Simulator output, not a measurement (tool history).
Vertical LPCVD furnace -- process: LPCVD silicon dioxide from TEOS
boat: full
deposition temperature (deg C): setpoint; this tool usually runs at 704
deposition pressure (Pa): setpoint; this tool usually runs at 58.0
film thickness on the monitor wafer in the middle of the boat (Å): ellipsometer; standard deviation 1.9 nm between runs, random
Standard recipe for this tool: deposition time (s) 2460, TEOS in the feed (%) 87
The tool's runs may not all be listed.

| run | hour | deposition temperature (deg C) | deposition pressure (Pa) | deposition time (s) | TEOS in the feed (%) | wafers since the last listed run | hours since the last temperature calibration | hours since the pressure gauge was zeroed | hours since the TEOS flow controller was replaced | hours since the gauge calibration | read-back reference wafer on the same gauge, thickness | film thickness on the monitor wafer in the middle of the boat (Å) |
|---|---|---|---|---|---|---|---|---|---|---|---|---|
| 1 | 0.0 | 704 | 58.0 | 3150 | 87 | 0 | 1548.4 | 1848.2 | 1355.5 | 109.5 | 460.53 | 5382.3 |
| 2 | 36.6 | 704 | 58.0 | 2460 | 87 | 860 | 1585.0 | 1884.8 | 1392.1 | 146.1 | 460.51 | 4223.6 |
| 3 | 115.8 | 704 | 68.0 | 2460 | 87 | 1862 | 1664.2 | 1964.0 | 1471.3 | 225.3 | 460.59 | 4574.3 |
| 4 | 188.3 | 704 | 68.0 | 2460 | 87 | 1704 | 1736.7 | 2036.5 | 1543.8 | 297.8 | 460.13 | 4580.3 |
| 5 | 273.9 | 704 | 68.0 | 2460 | 87 | 2012 | 1822.3 | 2122.1 | 1629.4 | 383.4 | 460.87 | 4547.2 |
| 6 | 379.1 | 704 | 64.0 | 2460 | 87 | 2473 | 1927.5 | 2227.3 | 1734.6 | 488.6 | 460.61 | 4411.5 |
| 7 | 444.8 | 704 | 64.0 | 2460 | 87 | 1544 | 1993.2 | 2293.0 | 1800.3 | 554.3 | 460.91 | 4400.4 |
| 8 | 532.9 | 704 | 58.0 | 2460 | 87 | 2071 | 2081.3 | 2381.1 | 1888.4 | 642.4 | 460.35 | 4202.3 |
| 9 | 613.4 | 704 | 69.3 | 2460 | 87 | 1893 | 2161.8 | 2461.6 | 1968.9 | 722.9 | 461.43 | 4624.9 |
| 10 | 693.3 | 704 | 69.3 | 2460 | 87 | 1878 | 2241.7 | 2541.5 | 2048.8 | 802.8 | 460.41 | 4599.3 |
| 11 | 777.6 | 704 | 58.0 | 2460 | 87 | 1982 | 2326.0 | 2625.8 | 2133.1 | 887.1 | 462.00 | 4190.4 |
|  | 847.4 | pressure gauge zeroed |
| 12 | 847.9 | 704 | 58.0 | 2460 | 87 | 1088 | 2396.3 | 0.5 | 2203.4 | 957.4 | 461.61 | 4261.5 |
| 13 | 884.6 | 704 | 61.3 | 2820 | 87 | 863 | 2433.0 | 37.2 | 2240.1 | 994.1 | 461.87 | 5049.9 |
| 14 | 920.8 | 704 | 58.0 | 2460 | 87 | 851 | 2469.2 | 73.4 | 2276.3 | 1030.3 | 461.21 | 4274.8 |
|  | 945.0 | TEOS flow controller replaced |
| 15 | 1020.2 | 715 | 44.7 | 2130 | 87 | 1773 | 2568.6 | 172.8 | 75.2 | 1129.7 | 460.78 | 4168.2 |
| 16 | 1087.6 | 693 | 66.7 | 2460 | 97 | 1584 | 2636.0 | 240.2 | 142.6 | 1197.1 | 460.93 | 3753.2 |
|  | 1099.5 | gauge calibrated |
| 17 | 1195.0 | 704 | 58.0 | 1860 | 87 | 2525 | 2743.4 | 347.6 | 250.0 | 95.5 | 460.61 | 3195.3 |
| 18 | 1261.9 | 704 | 58.0 | 2460 | 87 | 1573 | 2810.3 | 414.5 | 316.9 | 162.4 | 461.69 | 4226.0 |

For run 19, what comes out?
| 19 | 1352.2 | 704 | 62.7 | 3060 | 87 | 2123 | 2900.6 | 504.8 | 407.2 | 252.7 | ? | ? |

read-back reference wafer on the same gauge, thickness: 460.78
film thickness on the monitor wafer in the middle of the boat (Å): 5535.1
If the tool had no hidden condition, the same run with the same run-to-run variation would have returned film thickness on the monitor wafer in the middle of the boat (Å) 5607.8.
